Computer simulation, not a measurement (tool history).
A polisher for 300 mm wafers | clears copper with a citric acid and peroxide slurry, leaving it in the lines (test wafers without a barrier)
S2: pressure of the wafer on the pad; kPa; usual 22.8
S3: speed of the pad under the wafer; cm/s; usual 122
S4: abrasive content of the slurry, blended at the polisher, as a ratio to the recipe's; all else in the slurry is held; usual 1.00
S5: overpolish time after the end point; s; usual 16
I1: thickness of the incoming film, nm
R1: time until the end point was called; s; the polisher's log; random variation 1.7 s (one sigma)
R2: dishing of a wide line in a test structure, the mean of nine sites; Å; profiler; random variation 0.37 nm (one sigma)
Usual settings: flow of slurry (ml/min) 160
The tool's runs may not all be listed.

{"run": 1, "hour": 0.0, "flow of slurry (ml/min)": 160, "S2": 22.8, "S3": 122, "S4": 1.0, "S5": 16, "I1": 285.3, "R1": 108.4, "R2": 283}
{"run": 2, "hour": 10.8, "flow of slurry (ml/min)": 160, "S2": 22.8, "S3": 122, "S4": 1.0, "S5": 16, "I1": 284.2, "R1": 109.8, "R2": 276}
{"run": 3, "hour": 18.5, "flow of slurry (ml/min)": 160, "S2": 22.8, "S3": 122, "S4": 0.85, "S5": 16, "I1": 285.7, "R1": 116.5, "R2": 267}
{"run": 4, "hour": 28.1, "flow of slurry (ml/min)": 160, "S2": 22.8, "S3": 122, "S4": 1.0, "S5": 11, "I1": 284.8, "R1": 109.2, "R2": 196}
{"run": 5, "hour": 45.9, "flow of slurry (ml/min)": 160, "S2": 22.8, "S3": 122, "S4": 1.0, "S5": 8, "I1": 285.4, "R1": 114.0, "R2": 147}
{"run": 6, "hour": 53.5, "flow of slurry (ml/min)": 160, "S2": 22.8, "S3": 122, "S4": 1.0, "S5": 8, "I1": 285.5, "R1": 114.5, "R2": 141}
{"run": 7, "hour": 78.7, "flow of slurry (ml/min)": 160, "S2": 22.8, "S3": 122, "S4": 1.0, "S5": 16, "I1": 280.3, "R1": 111.6, "R2": 273}
{"run": 8, "hour": 86.1, "flow of slurry (ml/min)": 160, "S2": 22.8, "S3": 122, "S4": 1.0, "S5": 16, "I1": 284.7, "R1": 117.2, "R2": 268}
{"run": 9, "hour": 97.6, "flow of slurry (ml/min)": 160, "S2": 22.8, "S3": 122, "S4": 1.0, "S5": 16, "I1": 289.5, "R1": 117.0, "R2": 274}
{"run": 10, "hour": 108.2, "flow of slurry (ml/min)": 160, "S2": 22.8, "S3": 122, "S4": 1.0, "S5": 16, "I1": 285.9, "R1": 114.4, "R2": 272}
{"hour": 117.7, "done": "head pressure recalibrated"}
{"hour": 123.7, "done": "slurry blender recalibrated"}
{"run": 11, "hour": 126.1, "flow of slurry (ml/min)": 160, "S2": 22.8, "S3": 122, "S4": 1.0, "S5": 16, "I1": 289.0, "R1": 116.7, "R2": 275}
{"hour": 136.9, "done": "worn pad replaced by a new one"}
{"run": 12, "hour": 137.9, "flow of slurry (ml/min)": 160, "S2": 22.8, "S3": 122, "S4": 1.0, "S5": 16, "I1": 288.0, "R1": 123.6, "R2": 261}
{"run": 13, "hour": 149.2, "flow of slurry (ml/min)": 160, "S2": 15.9, "S3": 96, "S4": 0.9, "S5": 21, "I1": 287.9, "R1": 208.2, "R2": 201}
{"hour": 164.4, "done": "slurry nozzle cleaned"}
{"run": 14, "hour": 165.6, "flow of slurry (ml/min)": 210, "S2": 22.8, "S3": 122, "S4": 1.0, "S5": 13, "I1": 284.9, "R1": 114.8, "R2": 219}
{"run": 15, "hour": 174.6, "flow of slurry (ml/min)": 160, "S2": 22.8, "S3": 122, "S4": 1.0, "S5": 11, "I1": 286.0, "R1": 128.2, "R2": 179}
{"run": 16, "hour": 188.0, "flow of slurry (ml/min)": 160, "S2": 17.9, "S3": 122, "S4": 1.0, "S5": 16, "I1": 285.6, "R1": 165.7, "R2": 196}
{"hour": 193.9, "done": "worn pad replaced by a new one, repeated, since the last time left the tool worse"}
{"run": 17, "hour": 195.6, "flow of slurry (ml/min)": 160, "S2": 22.8, "S3": 122, "S4": 1.0, "S5": 24, "I1": 285.6, "R1": 109.6, "R2": 407}
{"run": 18, "hour": 212.0, "flow of slurry (ml/min)": 160, "S2": 22.8, "S3": 122, "S4": 1.0, "S5": 12, "I1": 281.9, "R1": 106.8, "R2": 213}
{"run": 19, "hour": 227.5, "flow of slurry (ml/min)": 160, "S2": 22.8, "S3": 122, "S4": 1.0, "S5": 16, "I1": 283.6, "R1": 107.8, "R2": 279}
{"run": 20, "hour": 243.4, "flow of slurry (ml/min)": 160, "S2": 22.8, "S3": 144, "S4": 0.9, "S5": 16, "I1": 285.9, "R1": 105.0, "R2": 285}
{"run": 21, "hour": 254.2, "flow of slurry (ml/min)": 160, "S2": 15.2, "S3": 122, "S4": 0.9, "S5": 16, "I1": 283.2, "R1": 168.9, "R2": 183}
{"run": 22, "hour": 261.2, "flow of slurry (ml/min)": 160, "S2": 22.8, "S3": 122, "S4": 1.0, "S5": 11, "I1": 283.6, "R1": 106.6, "R2": 191}
{"run": 23, "hour": 272.3, "flow of slurry (ml/min)": 180, "S2": 22.8, "S3": 92, "S4": 1.0, "S5": 16, "I1": 286.5, "R1": 130.4, "R2": 242}
{"run": 24, "hour": 280.1, "flow of slurry (ml/min)": 160, "S2": 22.8, "S3": 122, "S4": 1.0, "S5": 16, "I1": 283.1, "R1": 112.3, "R2": 276}
{"run": 25, "hour": 292.7, "flow of slurry (ml/min)": 160, "S2": 22.8, "S3": 122, "S4": 1.15, "S5": 16, "I1": 283.1, "R1": 107.5, "R2": 286}
{"run": 26, "hour": 300.8, "flow of slurry (ml/min)": 160, "S2": 17.2, "S3": 162, "S4": 1.25, "S5": 16, "I1": 286.6, "R1": 116.8, "R2": 260}
{"run": 27, "hour": 311.9, "flow of slurry (ml/min)": 215, "S2": 18.6, "S3": 122, "S4": 1.0, "S5": 16, "I1": 280.2, "R1": 125.9, "R2": 236}
{"run": 28, "hour": 325.3, "flow of slurry (ml/min)": 135, "S2": 22.8, "S3": 122, "S4": 1.0, "S5": 16, "I1": 288.9, "R1": 114.7, "R2": 263}
{"run": 29, "hour": 338.2, "flow of slurry (ml/min)": 200, "S2": 22.8, "S3": 122, "S4": 0.75, "S5": 16, "I1": 288.4, "R1": 121.1, "R2": 257}

4 ways to go on from here, each from the tool as it stands after run 29. What would each give?
{"run": "A", "hour": 338.7, "flow of slurry (ml/min)": 160, "S2": 22.8, "S3": 122, "S4": 1.0, "S5": 16, "I1": 287.9, "R1": "?", "R2": "?"}
{"run": "B", "hour": 338.7, "flow of slurry (ml/min)": 200, "S2": 25.5, "S3": 136, "S4": 1.0, "S5": 12, "I1": 287.9, "R1": "?", "R2": "?"}
{"run": "C", "hour": 338.7, "flow of slurry (ml/min)": 160, "S2": 14.5, "S3": 122, "S4": 0.75, "S5": 16, "I1": 287.9, "R1": "?", "R2": "?"}
{"run": "D", "hour": 338.7, "flow of slurry (ml/min)": 120, "S2": 30.3, "S3": 122, "S4": 0.75, "S5": 16, "I1": 287.9, "R1": "?", "R2": "?"}

run=A R1=113.8 R2=269
run=B R1=91.9 R2=253
run=C R1=193.9 R2=163
run=D R1=99.9 R2=306
Without the tool's hidden state the same runs would have given:
run=A R1=107.4 R2=284
run=B R1=86.7 R2=266
run=C R1=183.0 R2=171
run=D R1=94.3 R2=322
